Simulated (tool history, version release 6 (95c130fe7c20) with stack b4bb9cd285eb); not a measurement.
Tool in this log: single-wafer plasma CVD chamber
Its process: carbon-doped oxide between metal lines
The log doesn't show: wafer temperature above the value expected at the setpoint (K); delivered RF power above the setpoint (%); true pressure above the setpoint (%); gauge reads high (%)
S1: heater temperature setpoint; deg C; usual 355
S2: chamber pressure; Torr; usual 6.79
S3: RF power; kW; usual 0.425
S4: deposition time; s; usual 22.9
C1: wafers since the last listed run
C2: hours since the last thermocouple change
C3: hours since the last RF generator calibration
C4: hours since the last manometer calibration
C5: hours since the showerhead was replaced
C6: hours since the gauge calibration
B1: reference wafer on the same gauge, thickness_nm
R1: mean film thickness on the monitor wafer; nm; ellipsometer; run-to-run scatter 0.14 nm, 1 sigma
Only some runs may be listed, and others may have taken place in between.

{"run": 1, "hour": 0.0, "S1": 355, "S2": 6.79, "S3": 0.425, "S4": 22.9, "C1": 0, "C2": 1106.6, "C3": 1941.8, "C4": 810.4, "C5": 6062.2, "C6": 92.4, "B1": 91.521, "R1": 91.228}
{"run": 2, "hour": 34.2, "S1": 355, "S2": 7.82, "S3": 0.425, "S4": 24.6, "C1": 997, "C2": 1140.8, "C3": 1976.0, "C4": 844.6, "C5": 6096.4, "C6": 126.6, "B1": 91.502, "R1": 98.701}
{"run": 3, "hour": 60.7, "S1": 355, "S2": 6.79, "S3": 0.425, "S4": 26.5, "C1": 772, "C2": 1167.3, "C3": 2002.5, "C4": 871.1, "C5": 6122.9, "C6": 153.1, "B1": 91.496, "R1": 105.054}
{"run": 4, "hour": 86.8, "S1": 355, "S2": 6.79, "S3": 0.425, "S4": 26.5, "C1": 761, "C2": 1193.4, "C3": 2028.6, "C4": 897.2, "C5": 6149.0, "C6": 179.2, "B1": 91.497, "R1": 105.088}
{"run": 5, "hour": 113.4, "S1": 355, "S2": 6.79, "S3": 0.425, "S4": 26.5, "C1": 775, "C2": 1220.0, "C3": 2055.2, "C4": 923.8, "C5": 6175.6, "C6": 205.8, "B1": 91.505, "R1": 105.388}
{"run": 6, "hour": 126.7, "S1": 355, "S2": 7.38, "S3": 0.425, "S4": 20.7, "C1": 387, "C2": 1233.3, "C3": 2068.5, "C4": 937.1, "C5": 6188.9, "C6": 219.1, "B1": 91.495, "R1": 83.198}
{"run": 7, "hour": 140.7, "S1": 359, "S2": 6.79, "S3": 0.425, "S4": 25.6, "C1": 408, "C2": 1247.3, "C3": 2082.5, "C4": 951.1, "C5": 6202.9, "C6": 233.1, "B1": 91.476, "R1": 100.516}
{"run": 8, "hour": 153.6, "S1": 359, "S2": 6.79, "S3": 0.425, "S4": 25.6, "C1": 376, "C2": 1260.2, "C3": 2095.4, "C4": 964.0, "C5": 6215.8, "C6": 246.0, "B1": 91.518, "R1": 100.147}
{"run": 9, "hour": 185.8, "S1": 355, "S2": 6.79, "S3": 0.375, "S4": 22.9, "C1": 938, "C2": 1292.4, "C3": 2127.6, "C4": 996.2, "C5": 6248.0, "C6": 278.2, "B1": 91.506, "R1": 84.779}
{"hour": 195.3, "done": "showerhead replaced"}
{"hour": 195.3, "done": "gauge calibrated"}
{"run": 10, "hour": 205.5, "S1": 355, "S2": 8.03, "S3": 0.425, "S4": 22.9, "C1": 341, "C2": 1312.1, "C3": 2147.3, "C4": 1015.9, "C5": 10.2, "C6": 10.2, "B1": 91.496, "R1": 92.004}
{"run": 11, "hour": 238.2, "S1": 345, "S2": 6.79, "S3": 0.39, "S4": 21.4, "C1": 953, "C2": 1344.8, "C3": 2180.0, "C4": 1048.6, "C5": 42.9, "C6": 42.9, "B1": 91.503, "R1": 83.738}
{"hour": 257.3, "done": "capacitance manometer re-zeroed and calibrated"}
{"hour": 273.9, "done": "thermocouple changed; heater temperature recalibrated"}
{"hour": 280.9, "done": "RF generator calibrated"}
{"run": 12, "hour": 281.4, "S1": 341, "S2": 8.37, "S3": 0.385, "S4": 26.6, "C1": 587, "C2": 7.5, "C3": 0.5, "C4": 24.1, "C5": 86.1, "C6": 86.1, "B1": 91.51, "R1": 110.464}
{"run": 13, "hour": 293.1, "S1": 342, "S2": 6.79, "S3": 0.375, "S4": 22.9, "C1": 341, "C2": 19.2, "C3": 12.2, "C4": 35.8, "C5": 97.8, "C6": 97.8, "B1": 91.519, "R1": 92.266}
{"run": 14, "hour": 323.9, "S1": 343, "S2": 6.79, "S3": 0.425, "S4": 22.9, "C1": 898, "C2": 50.0, "C3": 43.0, "C4": 66.6, "C5": 128.6, "C6": 128.6, "B1": 91.481, "R1": 98.717}

Run 15, settings as shown, results not yet in. Your forecast:
{"run": 15, "hour": 351.5, "S1": 355, "S2": 6.79, "S3": 0.425, "S4": 22.9, "C1": 804, "C2": 77.6, "C3": 70.6, "C4": 94.2, "C5": 156.2, "C6": 156.2, "B1": "?", "R1": "?"}

{"run 15": {"B1": 91.493, "R1": 94.526}}
If the tool had no hidden condition, the same run with the same run-to-run variation would have returned R1 95.726 nm.
